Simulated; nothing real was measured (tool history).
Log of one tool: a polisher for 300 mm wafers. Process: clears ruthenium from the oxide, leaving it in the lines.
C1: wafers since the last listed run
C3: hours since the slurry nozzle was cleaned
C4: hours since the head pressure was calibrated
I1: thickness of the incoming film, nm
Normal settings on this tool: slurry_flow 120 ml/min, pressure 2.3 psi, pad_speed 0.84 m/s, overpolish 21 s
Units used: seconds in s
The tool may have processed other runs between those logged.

Run 1, hour 0.0: usual settings; C1 0; wafers polished on this pad 735; C3 258.3; C4 98.8; I1 106.1. Result: seconds 90.4 s.
Run 2, hour 36.9: usual settings; C1 307; wafers polished on this pad 1042; C3 295.2; C4 135.7; I1 106.0. Result: seconds 89.7 s.
Run 3, hour 103.0: usual settings but pressure 1.8 psi; C1 551; wafers polished on this pad 1593; C3 361.3; C4 201.8; I1 106.5. Result: seconds 119.8 s.
At hour 131.4: slurry nozzle cleaned.
Run 4, hour 148.5: usual settings but pressure 1.8 psi; C1 371; wafers polished on this pad 1964; C3 17.1; C4 247.3; I1 105.6. Result: seconds 119.7 s.
Run 5, hour 216.9: usual settings; C1 570; wafers polished on this pad 2535; C3 85.5; C4 315.7; I1 106.6. Result: seconds 100.7 s.
At hour 221.2: worn pad replaced by a new one.
Run 6, hour 241.6: usual settings; C1 172; wafers polished on this pad 169; C3 110.2; C4 340.4; I1 105.1. Result: seconds 91.1 s.
Run 7, hour 309.8: usual settings but overpolish 11 s; C1 568; wafers polished on this pad 738; C3 178.4; C4 408.6; I1 105.0. Result: seconds 94.1 s.
Run 8, hour 340.3: usual settings but overpolish 11 s; C1 254; wafers polished on this pad 992; C3 208.9; C4 439.1; I1 105.0. Result: seconds 94.1 s.
Run 9, hour 385.7: usual settings but slurry_flow 140 ml/min; C1 378; wafers polished on this pad 1371; C3 254.3; C4 484.5; I1 106.1. Result: seconds 90.8 s.
At hour 439.1: slurry nozzle cleaned.
Run 10, hour 453.9: usual settings; C1 560; wafers polished on this pad 1931; C3 14.8; C4 552.7; I1 104.6. Result: seconds 95.7 s.
Run 11, hour 520.4: usual settings; C1 554; wafers polished on this pad 2485; C3 81.3; C4 619.2; I1 103.9. Result: seconds 99.1 s.
At hour 539.0: worn pad replaced by a new one.
Run 12, hour 585.4: usual settings; C1 508; wafers polished on this pad 386; C3 146.3; C4 684.2; I1 104.3. Result: seconds 87.4 s.
Run 13, hour 610.2: usual settings; C1 206; wafers polished on this pad 593; C3 171.1; C4 709.0; I1 104.1. Result: seconds 88.8 s.
Run 14, hour 637.5: usual settings; C1 227; wafers polished on this pad 821; C3 198.4; C4 736.3; I1 106.4. Result: seconds 90.8 s.
Run 15, hour 701.8: usual settings; C1 536; wafers polished on this pad 1357; C3 262.7; C4 800.6; I1 106.0. Result: seconds 93.1 s.
Run 16, hour 728.0: usual settings; C1 218; wafers polished on this pad 1575; C3 288.9; C4 826.8; I1 106.5. Result: seconds 92.9 s.
Run 17, hour 758.6: usual settings; C1 255; wafers polished on this pad 1830; C3 319.5; C4 857.4; I1 105.5. Result: seconds 97.5 s.
At hour 791.2: slurry nozzle cleaned.
Run 18, hour 828.1: usual settings but pressure 1.6 psi, pad_speed 1.12 m/s; C1 571; wafers polished on this pad 2401; C3 36.9; C4 926.9; I1 105.7. Result: seconds 105.8 s.
Run 19, hour 861.0: usual settings but slurry_flow 160 ml/min, pressure 1.9 psi, overpolish 11 s; C1 274; wafers polished on this pad 2676; C3 69.8; C4 959.8; I1 105.7. Result: seconds 111.6 s.

What will run 20 give?
At hour 900.2: worn pad replaced by a new one.
At hour 913.7: head pressure recalibrated.
Run 20, hour 924.1: usual settings; C1 476; wafers polished on this pad 182; C3 132.9; C4 10.4; I1 103.3. Result: seconds ?.

seconds: 87.3 s
The same run, on a tool lacking any hidden state, would have yielded seconds 87.0 s.

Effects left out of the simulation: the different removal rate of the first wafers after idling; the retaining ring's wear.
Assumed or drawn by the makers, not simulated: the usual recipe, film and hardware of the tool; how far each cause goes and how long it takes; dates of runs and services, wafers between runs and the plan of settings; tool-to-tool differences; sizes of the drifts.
